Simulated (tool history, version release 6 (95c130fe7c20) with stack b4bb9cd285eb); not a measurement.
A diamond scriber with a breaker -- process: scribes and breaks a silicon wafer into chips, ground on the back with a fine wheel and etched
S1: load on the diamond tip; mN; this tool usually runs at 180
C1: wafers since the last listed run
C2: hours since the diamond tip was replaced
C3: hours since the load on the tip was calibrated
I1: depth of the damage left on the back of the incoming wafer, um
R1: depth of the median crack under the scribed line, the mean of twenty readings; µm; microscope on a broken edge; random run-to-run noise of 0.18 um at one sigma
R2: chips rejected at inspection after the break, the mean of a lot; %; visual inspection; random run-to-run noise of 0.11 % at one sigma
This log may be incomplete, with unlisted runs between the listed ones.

run	day	S1	C1	C2	C3	I1	R1	R2
1	0.000	207	0	881.7	232.9	0.43	12.50	5.80
2	0.492	168	41	893.5	244.7	0.46	10.00	3.06
3	0.975	168	40	905.1	256.3	0.62	9.95	3.21
4	1.717	180	62	922.9	274.1	0.38	11.10	1.34
5	1.988	180	22	929.4	280.6	0.74	10.96	1.37
6	2.379	180	33	938.8	290.0	0.59	10.79	1.40
7	2.638	180	21	945.0	296.2	0.43	11.08	1.29
8	3.042	180	34	954.7	305.9	0.48	10.88	1.37
9	3.333	180	24	961.7	312.9	0.31	11.00	1.43
# day 5.229: load on the tip recalibrated
10	5.250	180	154	1007.7	0.5	0.73	10.98	1.47
11	5.479	180	19	1013.2	6.0	0.54	10.87	1.40
12	6.617	138	96	1040.5	33.3	0.73	7.96	26.74
13	7.071	138	38	1051.4	44.2	0.64	7.72	24.97
# day 7.267: diamond tip replaced by a new one
14	7.458	206	25	4.6	53.5	0.59	12.45	6.65
15	8.125	129	56	20.6	69.5	0.64	6.99	37.16
16	8.738	194	51	35.3	84.2	0.58	11.62	2.62
17	9.279	227	45	48.3	97.2	0.42	13.39	14.35
18	10.762	224	125	83.9	132.8	0.42	13.58	13.19
19	11.375	202	51	98.6	147.5	0.57	12.40	5.31
20	11.854	194	40	110.1	159.0	0.41	11.43	3.13
21	12.154	209	25	117.3	166.2	0.43	12.31	7.10
22	12.846	153	58	133.9	182.8	0.39	9.13	10.05
23	13.346	180	42	145.9	194.8	0.80	10.92	1.52
24	14.033	180	58	162.4	211.3	0.77	11.12	1.42
25	15.012	201	82	185.9	234.8	0.59	12.16	4.99
26	15.629	134	52	200.7	249.6	0.60	7.41	29.13

Exercise: give the hidden state of the tool at every run:
share of the diamond tip's cutting effectiveness lost through wear, %: 0 at every run
deviation of the load on the tip from its setpoint, %: 0 at every run
